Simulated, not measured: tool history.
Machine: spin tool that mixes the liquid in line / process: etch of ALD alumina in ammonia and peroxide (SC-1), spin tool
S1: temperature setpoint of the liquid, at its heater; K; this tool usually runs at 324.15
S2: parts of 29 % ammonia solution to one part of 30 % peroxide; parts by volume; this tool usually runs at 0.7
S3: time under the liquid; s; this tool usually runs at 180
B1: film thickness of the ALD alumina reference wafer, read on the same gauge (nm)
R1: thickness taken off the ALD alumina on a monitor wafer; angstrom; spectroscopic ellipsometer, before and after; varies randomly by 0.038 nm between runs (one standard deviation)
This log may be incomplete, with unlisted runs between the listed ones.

| run | hour | S1 | S2 | S3 | B1 | R1 |
|---|---|---|---|---|---|---|
| 1 | 0 | 324.15 | 0.7 | 180 | 40.02 | 114.4 |
| 2 | 19.9 | 324.15 | 0.7 | 180 | 39.96 | 113.4 |
| 3 | 36.1 | 324.15 | 0.7 | 180 | 40.03 | 114.3 |
| 4 | 57.3 | 317.65 | 0.7 | 180 | 39.96 | 79.1 |
| 5 | 86 | 324.15 | 0.45 | 115 | 39.99 | 69.5 |
| 6 | 110.2 | 324.15 | 0.7 | 180 | 39.99 | 113.5 |
| 7 | 130.5 | 324.15 | 0.9 | 135 | 39.99 | 86.8 |
| 8 | 151.3 | 334.15 | 0.7 | 180 | 39.99 | 190.8 |
| 9 | 166.5 | 318.65 | 0.7 | 245 | 40.03 | 113.7 |
|  | 203.1 | thermometer replaced |
|  | 204.2 | gauge calibrated |
|  | 239.3 | ammonia flow meter replaced |
| 10 | 255.5 | 319.65 | 0.7 | 240 | 40.03 | 117.7 |
|  | 275.7 | heated supply line repaired |
|  | 284.5 | new drum of ammonia solution connected |
| 11 | 291 | 324.15 | 0.7 | 180 | 40 | 114.1 |
| 12 | 326.4 | 315.65 | 0.7 | 270 | 40.05 | 105.4 |
| 13 | 354.3 | 324.15 | 0.7 | 180 | 39.96 | 113.6 |
| 14 | 375.5 | 317.65 | 0.45 | 115 | 39.98 | 48.4 |
| 15 | 389.3 | 318.15 | 0.8 | 180 | 40 | 82.2 |

Below are 5 alternative next runs, each starting from the tool's condition after run 15. Predict each:
| A | 389.8 | 318.65 | 0.7 | 180 | ? | ? |
| B | 389.8 | 327.15 | 0.7 | 145 | ? | ? |
| C | 389.8 | 317.65 | 0.35 | 180 | ? | ? |
| D | 389.8 | 316.65 | 0.45 | 180 | ? | ? |
| E | 389.8 | 324.15 | 0.4 | 180 | ? | ? |

| run | B1 | R1 |
|---|---|---|
| A | 40.02 | 83.6 |
| B | 40.02 | 107.6 |
| C | 40.02 | 73.9 |
| D | 40.02 | 71.5 |
| E | 40.02 | 107.6 |
With the hidden condition removed and each run's random variation left untouched, the same runs would have given:
| run | R1 |
|---|---|
| A | 83.6 |
| B | 107.6 |
| C | 73.9 |
| D | 71.5 |
| E | 107.6 |

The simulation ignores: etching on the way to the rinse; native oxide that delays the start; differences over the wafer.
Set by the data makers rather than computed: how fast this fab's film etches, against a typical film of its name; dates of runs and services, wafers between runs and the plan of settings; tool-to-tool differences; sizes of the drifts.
